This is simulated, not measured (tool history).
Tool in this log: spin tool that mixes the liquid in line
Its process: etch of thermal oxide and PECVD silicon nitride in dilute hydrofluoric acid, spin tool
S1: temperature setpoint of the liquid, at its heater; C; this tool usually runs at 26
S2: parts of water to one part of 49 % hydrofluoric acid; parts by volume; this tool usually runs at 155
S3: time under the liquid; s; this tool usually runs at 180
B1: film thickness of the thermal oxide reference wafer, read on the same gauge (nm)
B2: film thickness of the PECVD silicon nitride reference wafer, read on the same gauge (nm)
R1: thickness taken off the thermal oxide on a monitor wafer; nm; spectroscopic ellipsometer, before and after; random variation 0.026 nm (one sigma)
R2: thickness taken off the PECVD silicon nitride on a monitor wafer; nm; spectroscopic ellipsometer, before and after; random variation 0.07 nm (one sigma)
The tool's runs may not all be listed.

| run | hour | S1 | S2 | S3 | B1 | B2 | R1 | R2 |
|---|---|---|---|---|---|---|---|---|
| 1 | 0 | 26 | 155 | 180 | 60 | 40.01 | 4.38 | 6.44 |
| 2 | 25.7 | 26 | 155 | 180 | 60.01 | 39.95 | 4.36 | 6.44 |
| 3 | 42.4 | 22 | 205 | 180 | 60.04 | 40.02 | 2.68 | 3.81 |
| 4 | 66.4 | 22 | 205 | 180 | 59.99 | 40.02 | 2.69 | 3.71 |
| 5 | 94.2 | 26 | 155 | 105 | 60.02 | 39.99 | 2.52 | 3.68 |
| 6 | 111.1 | 26 | 155 | 105 | 60 | 39.97 | 2.51 | 3.71 |
| 7 | 144.7 | 27.5 | 155 | 260 | 60.02 | 40.05 | 6.49 | 9.93 |
| 8 | 171.7 | 27.5 | 155 | 260 | 60 | 39.97 | 6.59 | 9.95 |
| 9 | 195.9 | 26 | 155 | 180 | 59.99 | 39.94 | 4.26 | 6.19 |
|  | 200.7 | gauge calibrated |
|  | 210.4 | thermometer replaced |
| 10 | 211.7 | 26 | 155 | 180 | 60 | 40.03 | 4.7 | 7.31 |
| 11 | 228.7 | 26 | 155 | 180 | 60.04 | 40.04 | 4.64 | 7.24 |
| 12 | 243.5 | 26 | 200 | 180 | 59.97 | 40.03 | 3.41 | 5.6 |
| 13 | 273 | 26 | 220 | 180 | 60 | 39.98 | 3.01 | 5.02 |
| 14 | 292.9 | 29 | 155 | 240 | 60.01 | 40.03 | 6.91 | 11.53 |
| 15 | 327.2 | 26 | 155 | 180 | 60 | 40.02 | 4.58 | 7.05 |
| 16 | 339.8 | 28.5 | 210 | 275 | 60.01 | 39.97 | 5.24 | 9.38 |
| 17 | 354.5 | 27.5 | 130 | 290 | 59.98 | 40.05 | 9.58 | 14.92 |
| 18 | 385.6 | 30.5 | 220 | 180 | 60 | 40.01 | 3.45 | 6.52 |
| 19 | 416.6 | 26 | 155 | 180 | 60.05 | 40 | 4.54 | 7.01 |
|  | 436.7 | hydrofluoric acid flow meter replaced |
| 20 | 449.6 | 26 | 80 | 180 | 60.03 | 39.99 | 10.5 | 14.26 |
| 21 | 467.7 | 23 | 155 | 180 | 59.97 | 40.04 | 4.37 | 6.14 |
| 22 | 480.6 | 26 | 155 | 180 | 59.99 | 40.01 | 4.89 | 7.4 |
| 23 | 494.3 | 26 | 155 | 250 | 60 | 40.03 | 6.81 | 10.16 |
| 24 | 517.2 | 27.5 | 80 | 180 | 60.01 | 40.03 | 10.96 | 15.56 |
| 25 | 546.9 | 26 | 120 | 275 | 59.99 | 40.05 | 9.88 | 14.06 |

Below, each run's measurement less what the same run would have read without the hidden state. Both values contain the same run-to-run variation, but the gauge's scatter may not be the same in both:
Hidden conditions of the tool in this case: liquid colder than its thermometer reads (K); hydrofluoric acid flow below the setpoint (%); gauge reads high (%).
| run | R1 | R2 |
|---|---|---|
| 1 | -0.7 | -1.43 |
| 2 | -0.73 | -1.48 |
| 3 | -0.47 | -0.9 |
| 4 | -0.48 | -0.9 |
| 5 | -0.46 | -0.93 |
| 6 | -0.47 | -0.95 |
| 7 | -1.26 | -2.64 |
| 8 | -1.31 | -2.74 |
| 9 | -0.88 | -1.76 |
| 10 | -0.42 | -0.57 |
| 11 | -0.43 | -0.6 |
| 12 | -0.34 | -0.48 |
| 13 | -0.32 | -0.47 |
| 14 | -0.73 | -1.16 |
| 15 | -0.51 | -0.78 |
| 16 | -0.63 | -1.07 |
| 17 | -1.12 | -1.77 |
| 18 | -0.45 | -0.82 |
| 19 | -0.6 | -0.96 |
| 20 | -0.46 | -0.95 |
| 21 | -0.2 | -0.43 |
| 22 | -0.23 | -0.53 |
| 23 | -0.35 | -0.78 |
| 24 | -0.62 | -1.31 |
| 25 | -0.62 | -1.3 |

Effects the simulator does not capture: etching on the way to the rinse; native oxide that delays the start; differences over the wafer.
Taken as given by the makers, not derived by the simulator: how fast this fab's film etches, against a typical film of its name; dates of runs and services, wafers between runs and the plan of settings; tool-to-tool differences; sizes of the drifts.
